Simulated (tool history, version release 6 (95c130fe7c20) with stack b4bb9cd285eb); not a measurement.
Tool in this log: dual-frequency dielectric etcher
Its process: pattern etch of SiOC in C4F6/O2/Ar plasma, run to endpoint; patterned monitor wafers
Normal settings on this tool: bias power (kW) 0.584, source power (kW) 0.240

run   hour  bias power (kW)  source power (kW)  wafers since the last listed run  hours since the last wet clean  hours since the last bias power generator calibration  hours since the last source power generator calibration  hours since the last upper electrode change  incoming incoming film thickness, nm  endpoint time (s)
  1    0.0            0.584              0.240                                 0                           129.1                                                 2134.5                                                   2299.4                                       2746.4                                 30.93               11.5
  2   19.7            0.584              0.240                               411                           148.8                                                 2154.2                                                   2319.1                                       2766.1                                 30.59               11.5
  3   53.7            0.584              0.240                               710                           182.8                                                 2188.2                                                   2353.1                                       2800.1                                 30.71               11.4
  4   66.7            0.584              0.240                               271                           195.8                                                 2201.2                                                   2366.1                                       2813.1                                 30.54               11.3
  5   88.6            0.584              0.240                               457                           217.7                                                 2223.1                                                   2388.0                                       2835.0                                 31.05               11.5
  6  122.3            0.584              0.240                               703                           251.4                                                 2256.8                                                   2421.7                                       2868.7                                 30.67               11.2
  7  152.8            0.584              0.240                               636                           281.9                                                 2287.3                                                   2452.2                                       2899.2                                 30.81               11.3
  8  194.6            0.584              0.240                               872                           323.7                                                 2329.1                                                   2494.0                                       2941.0                                 31.04               11.4
     220.6  -- upper electrode replaced
  9  221.1            0.584              0.260                                52                           350.2                                                 2355.6                                                   2520.5                                          0.5                                 30.84               10.8
 10  247.8            0.509              0.240                               557                           376.9                                                 2382.3                                                   2547.2                                         27.2                                 30.79               11.9
     274.8  -- bias power generator calibrated
 11  281.7            0.509              0.240                               624                           410.8                                                    6.9                                                   2581.1                                         61.1                                 30.62               11.7

Predict the results of run 12:
 12  297.9            0.456              0.190                               338                           427.0                                                   23.1                                                   2597.3                                         77.3                                 31.06                  ?

Run 12 measured endpoint time (s) 13.8.
Take away the tool's hidden state, keep the run-to-run variation as it was, and the same run would have given endpoint time (s) 14.4.
